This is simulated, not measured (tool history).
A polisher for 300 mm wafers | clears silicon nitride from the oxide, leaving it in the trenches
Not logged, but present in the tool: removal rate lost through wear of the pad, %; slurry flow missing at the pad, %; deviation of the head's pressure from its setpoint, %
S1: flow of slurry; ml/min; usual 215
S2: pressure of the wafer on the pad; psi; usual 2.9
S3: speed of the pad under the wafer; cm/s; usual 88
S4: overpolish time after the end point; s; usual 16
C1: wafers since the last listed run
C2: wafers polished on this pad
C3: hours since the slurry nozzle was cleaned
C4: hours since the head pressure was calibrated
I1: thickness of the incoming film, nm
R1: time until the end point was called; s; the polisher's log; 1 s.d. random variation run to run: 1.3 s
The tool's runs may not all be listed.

{"run": 1, "day": 0.0, "S1": 215, "S2": 2.9, "S3": 88, "S4": 16, "C1": 0, "C2": 2168, "C3": 571.1, "C4": 255.0, "I1": 91.0, "R1": 131.6}
{"day": 0.883, "done": "slurry nozzle cleaned"}
{"run": 2, "day": 2.425, "S1": 215, "S2": 2.9, "S3": 88, "S4": 16, "C1": 292, "C2": 2460, "C3": 37.0, "C4": 313.2, "I1": 91.0, "R1": 121.5}
{"day": 3.95, "done": "worn pad replaced by a new one"}
{"run": 3, "day": 6.512, "S1": 215, "S2": 2.9, "S3": 88, "S4": 16, "C1": 480, "C2": 313, "C3": 135.1, "C4": 411.3, "I1": 90.8, "R1": 125.6}
{"run": 4, "day": 10.108, "S1": 215, "S2": 2.9, "S3": 102, "S4": 13, "C1": 440, "C2": 754, "C3": 221.4, "C4": 497.6, "I1": 90.6, "R1": 109.4}
{"run": 5, "day": 13.396, "S1": 215, "S2": 2.9, "S3": 102, "S4": 13, "C1": 402, "C2": 1157, "C3": 300.3, "C4": 576.5, "I1": 90.4, "R1": 111.6}
{"run": 6, "day": 16.479, "S1": 215, "S2": 2.9, "S3": 102, "S4": 13, "C1": 377, "C2": 1535, "C3": 374.3, "C4": 650.5, "I1": 90.2, "R1": 112.5}
{"run": 7, "day": 19.379, "S1": 215, "S2": 2.9, "S3": 88, "S4": 16, "C1": 355, "C2": 1891, "C3": 443.9, "C4": 720.1, "I1": 89.9, "R1": 130.9}
{"run": 8, "day": 22.942, "S1": 215, "S2": 2.9, "S3": 88, "S4": 16, "C1": 436, "C2": 2327, "C3": 529.4, "C4": 805.6, "I1": 89.8, "R1": 135.1}
{"day": 23.254, "done": "worn pad replaced by a new one"}
{"day": 23.433, "done": "head pressure recalibrated"}
{"day": 24.575, "done": "slurry nozzle cleaned"}
{"run": 9, "day": 26.783, "S1": 215, "S2": 2.9, "S3": 78, "S4": 16, "C1": 435, "C2": 417, "C3": 53.0, "C4": 80.4, "I1": 88.9, "R1": 135.3}
{"run": 10, "day": 29.6, "S1": 215, "S2": 2.9, "S3": 78, "S4": 16, "C1": 345, "C2": 762, "C3": 120.6, "C4": 148.0, "I1": 89.9, "R1": 138.6}
{"run": 11, "day": 33.625, "S1": 195, "S2": 2.6, "S3": 88, "S4": 16, "C1": 493, "C2": 1255, "C3": 217.2, "C4": 244.6, "I1": 89.9, "R1": 139.8}
{"run": 12, "day": 43.862, "S1": 195, "S2": 2.6, "S3": 88, "S4": 16, "C1": 1254, "C2": 2510, "C3": 462.9, "C4": 490.3, "I1": 90.9, "R1": 151.6}
{"day": 45.15, "done": "worn pad replaced by a new one"}
{"run": 13, "day": 47.488, "S1": 185, "S2": 2.9, "S3": 116, "S4": 16, "C1": 423, "C2": 286, "C3": 549.9, "C4": 577.3, "I1": 90.0, "R1": 105.3}
{"day": 55.058, "done": "head pressure recalibrated"}
{"day": 56.471, "done": "slurry nozzle cleaned"}
{"run": 14, "day": 58.246, "S1": 215, "S2": 2.4, "S3": 88, "S4": 7, "C1": 1303, "C2": 1589, "C3": 42.6, "C4": 76.5, "I1": 88.4, "R1": 144.2}
{"run": 15, "day": 61.233, "S1": 160, "S2": 2.1, "S3": 88, "S4": 21, "C1": 366, "C2": 1955, "C3": 114.3, "C4": 148.2, "I1": 90.0, "R1": 177.8}
{"run": 16, "day": 63.375, "S1": 180, "S2": 3.4, "S3": 102, "S4": 9, "C1": 262, "C2": 2218, "C3": 165.7, "C4": 199.6, "I1": 90.0, "R1": 92.5}
{"day": 64.192, "done": "worn pad replaced by a new one"}
{"run": 17, "day": 66.521, "S1": 215, "S2": 3.8, "S3": 88, "S4": 16, "C1": 365, "C2": 285, "C3": 241.2, "C4": 275.1, "I1": 91.3, "R1": 96.3}
{"run": 18, "day": 70.646, "S1": 215, "S2": 2.9, "S3": 74, "S4": 16, "C1": 505, "C2": 791, "C3": 340.2, "C4": 374.1, "I1": 90.5, "R1": 148.7}
{"run": 19, "day": 73.888, "S1": 215, "S2": 2.9, "S3": 88, "S4": 19, "C1": 397, "C2": 1188, "C3": 418.0, "C4": 451.9, "I1": 91.0, "R1": 130.6}
{"run": 20, "day": 77.271, "S1": 185, "S2": 3.3, "S3": 88, "S4": 21, "C1": 414, "C2": 1603, "C3": 499.2, "C4": 533.1, "I1": 89.5, "R1": 117.6}
{"run": 21, "day": 80.696, "S1": 215, "S2": 2.9, "S3": 78, "S4": 16, "C1": 419, "C2": 2023, "C3": 581.4, "C4": 615.3, "I1": 91.0, "R1": 153.1}
{"day": 82.696, "done": "head pressure recalibrated"}
{"day": 83.008, "done": "slurry nozzle cleaned"}
{"day": 85.558, "done": "worn pad replaced by a new one"}
{"run": 22, "day": 92.354, "S1": 215, "S2": 2.9, "S3": 88, "S4": 16, "C1": 1393, "C2": 833, "C3": 224.3, "C4": 231.8, "I1": 90.6, "R1": 122.2}
{"run": 23, "day": 94.4, "S1": 215, "S2": 2.9, "S3": 100, "S4": 16, "C1": 250, "C2": 1083, "C3": 273.4, "C4": 280.9, "I1": 89.4, "R1": 107.9}

Predict the results of run 24:
{"run": 24, "day": 96.979, "S1": 215, "S2": 2.9, "S3": 88, "S4": 24, "C1": 316, "C2": 1400, "C3": 335.3, "C4": 342.8, "I1": 91.6, "R1": "?"}

{"run 24": {"R1": 129.3}}
With no hidden state in the tool, this same run would have given R1 122.0 s.
